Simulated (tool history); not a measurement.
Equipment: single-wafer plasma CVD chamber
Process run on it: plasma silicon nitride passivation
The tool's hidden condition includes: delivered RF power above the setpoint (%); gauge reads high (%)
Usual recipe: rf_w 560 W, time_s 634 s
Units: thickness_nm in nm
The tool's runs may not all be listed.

run,hour,rf_w,time_s,wafers since the last listed run,hours since the last RF generator calibration,hours since the showerhead was replaced,hours since the gauge calibration,"read-back reference wafer on the same gauge, thickness_nm",thickness_nm
1,0.0,560,597,0,1185.9,5372.0,136.6,839.483,906.238
2,43.6,560,685,137,1229.5,5415.6,180.2,839.881,1036.598
3,74.5,610,533,97,1260.4,5446.5,211.1,839.716,826.939
4,112.7,595,634,120,1298.6,5484.7,249.3,839.522,977.053
5,147.5,595,634,110,1333.4,5519.5,284.1,840.077,973.769
6,198.5,595,634,161,1384.4,5570.5,335.1,840.490,974.384
7,241.4,610,634,135,1427.3,5613.4,378.0,839.337,981.626
# hour 261.7: showerhead replaced
8,314.3,610,634,205,1500.2,52.6,450.9,839.630,977.231
# hour 333.0: RF generator calibrated
9,349.8,560,634,86,16.8,88.1,486.4,839.671,984.423
10,399.7,560,634,157,66.7,138.0,536.3,839.463,976.379
11,428.1,665,542,89,95.1,166.4,564.7,839.260,878.281
# hour 494.3: gauge calibrated
12,494.5,560,714,209,161.5,232.8,0.2,839.774,1104.786
13,556.1,485,634,194,223.1,294.4,61.8,840.700,936.081
14,586.6,560,592,96,253.6,324.9,92.3,839.995,911.953
15,632.5,455,634,145,299.5,370.8,138.2,840.412,924.567
16,684.8,635,743,165,351.8,423.1,190.5,840.911,1187.683
17,741.7,665,592,179,408.7,480.0,247.4,839.333,953.374

Here are 3 independent what-if runs from the current tool condition. What would each one return?
A,742.3,560,634,1,409.3,480.6,248.0,?,?
B,742.3,520,634,1,409.3,480.6,248.0,?,?
C,742.3,630,680,1,409.3,480.6,248.0,?,?

run,"read-back reference wafer on the same gauge, thickness_nm",thickness_nm
A,840.201,970.922
B,840.201,951.005
C,840.201,1076.465
Had the tool no hidden state, the same runs would have come out as:
run,thickness_nm
A,979.197
B,959.110
C,1085.640

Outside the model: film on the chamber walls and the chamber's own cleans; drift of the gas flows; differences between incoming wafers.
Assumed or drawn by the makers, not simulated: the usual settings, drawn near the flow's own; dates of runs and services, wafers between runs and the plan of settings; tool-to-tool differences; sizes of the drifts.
